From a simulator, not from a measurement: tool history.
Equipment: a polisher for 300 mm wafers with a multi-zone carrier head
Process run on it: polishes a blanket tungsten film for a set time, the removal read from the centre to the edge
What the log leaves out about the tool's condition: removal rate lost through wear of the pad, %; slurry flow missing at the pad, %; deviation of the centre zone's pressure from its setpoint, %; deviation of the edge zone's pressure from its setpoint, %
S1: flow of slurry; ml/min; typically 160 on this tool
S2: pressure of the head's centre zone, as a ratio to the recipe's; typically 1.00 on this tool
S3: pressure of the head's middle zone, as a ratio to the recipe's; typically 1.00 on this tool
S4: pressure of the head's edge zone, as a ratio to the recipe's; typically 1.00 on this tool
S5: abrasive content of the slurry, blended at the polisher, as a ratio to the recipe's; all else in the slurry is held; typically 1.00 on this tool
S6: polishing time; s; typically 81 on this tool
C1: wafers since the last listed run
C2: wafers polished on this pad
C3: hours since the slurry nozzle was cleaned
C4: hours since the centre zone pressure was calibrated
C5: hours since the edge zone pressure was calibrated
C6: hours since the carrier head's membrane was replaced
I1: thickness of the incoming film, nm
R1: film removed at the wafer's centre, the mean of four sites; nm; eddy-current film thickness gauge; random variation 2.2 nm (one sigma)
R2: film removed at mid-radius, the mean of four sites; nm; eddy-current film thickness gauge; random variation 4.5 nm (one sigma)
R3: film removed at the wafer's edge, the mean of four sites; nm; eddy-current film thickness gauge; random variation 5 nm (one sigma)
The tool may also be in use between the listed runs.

run	day	S1	S2	S3	S4	S5	S6	C1	C2	C3	C4	C5	C6	I1	R1	R2	R3
1	0.000	160	1.00	1.00	0.92	1.00	81	0	3	44.3	313.0	929.0	933.8	1560.3	351.5	363.1	347.9
# day 0.621: centre zone pressure recalibrated
2	1.396	160	1.00	1.00	1.00	1.00	81	312	315	77.8	18.6	962.5	967.3	1571.7	350.4	358.1	356.3
3	2.350	160	1.00	1.00	1.00	1.00	81	227	542	100.7	41.5	985.4	990.2	1556.2	353.0	363.7	353.0
4	3.179	160	1.00	1.00	1.00	1.00	99	197	740	120.6	61.4	1005.3	1010.1	1588.5	431.4	442.4	434.7
5	4.362	195	1.00	1.00	1.00	1.00	81	281	1021	149.0	89.8	1033.7	1038.5	1543.8	373.4	366.9	366.0
6	5.458	195	1.00	1.00	1.00	1.00	81	260	1282	175.3	116.1	1060.0	1064.8	1556.1	369.3	377.6	368.6
# day 5.712: worn pad replaced by a new one
7	6.842	160	1.00	1.07	1.00	1.00	97	289	268	208.5	149.3	1093.2	1098.0	1565.5	419.6	455.4	434.6
8	7.412	160	0.93	0.96	1.00	1.00	81	135	404	222.2	163.0	1106.9	1111.7	1562.7	332.3	357.9	351.8
9	8.038	160	1.00	1.08	1.00	1.25	102	148	552	237.2	178.0	1121.9	1126.7	1546.2	482.1	524.3	499.6
10	11.300	195	1.00	1.00	1.00	1.00	81	776	1329	315.5	256.3	1200.2	1205.0	1581.2	369.2	374.7	364.5
# day 12.579: worn pad replaced by a new one
11	12.608	160	1.00	1.00	1.00	1.00	81	271	7	346.9	287.7	1231.6	1236.4	1588.4	354.2	366.7	354.1
# day 12.958: slurry nozzle cleaned
# day 14.171: centre zone pressure recalibrated
12	15.717	210	1.07	1.11	1.00	0.90	81	710	717	66.2	37.1	1306.2	1311.0	1548.3	377.2	395.8	361.2
# day 16.246: edge zone pressure recalibrated
13	17.196	120	1.00	1.09	1.11	1.10	81	332	1049	101.7	72.6	22.8	1346.5	1567.0	339.6	384.2	366.6
# day 17.867: worn pad replaced by a new one
14	18.646	160	0.92	0.96	1.08	1.00	81	305	185	136.5	107.4	57.6	1381.3	1534.4	332.5	351.8	372.6
# day 19.846: carrier head's membrane replaced by a new one
15	19.867	205	1.00	1.00	1.00	1.00	81	241	426	165.8	136.7	86.9	0.5	1550.6	373.2	380.3	373.2
16	20.346	160	1.00	1.00	1.00	1.00	81	114	540	177.3	148.2	98.4	12.0	1553.4	353.9	369.0	363.4
17	21.550	160	1.00	1.00	1.00	1.00	81	286	827	206.2	177.1	127.3	40.9	1554.9	358.3	353.8	363.9
18	22.104	110	0.91	1.05	1.00	1.00	81	131	959	219.5	190.4	140.6	54.2	1549.3	294.7	344.8	337.1
19	22.971	160	1.00	1.08	1.00	1.25	102	206	1165	240.3	211.2	161.4	75.0	1547.4	481.5	530.0	489.4
# day 24.025: worn pad replaced by a new one
20	24.300	180	1.00	1.00	1.00	1.00	81	276	65	272.2	243.1	193.3	106.9	1554.5	363.0	376.5	354.9
21	25.154	160	1.00	1.00	1.00	1.00	81	203	268	292.7	263.6	213.8	127.4	1547.1	356.6	367.6	359.4
22	25.988	115	1.00	0.92	1.00	1.00	81	198	467	312.7	283.6	233.8	147.4	1555.3	322.2	322.2	338.7

Branching from run 22: 3 alternative next runs. What would each branch give?
A	26.008	160	1.00	1.00	0.90	1.00	81	4	472	313.2	284.1	234.3	147.9	1555.6	?	?	?
B	26.008	125	1.00	0.94	1.07	1.00	81	4	472	313.2	284.1	234.3	147.9	1555.6	?	?	?
C	26.008	160	1.00	1.00	1.00	1.00	104	4	472	313.2	284.1	234.3	147.9	1555.6	?	?	?

run	R1	R2	R3
A	352.1	353.7	330.1
B	330.2	319.6	344.7
C	452.1	454.1	445.4
The same runs, with their run-to-run variation unchanged, on a tool lacking any hidden condition would have given:
run	R1	R2	R3
A	352.1	353.7	330.1
B	330.2	319.6	344.7
C	452.1	454.1	445.4
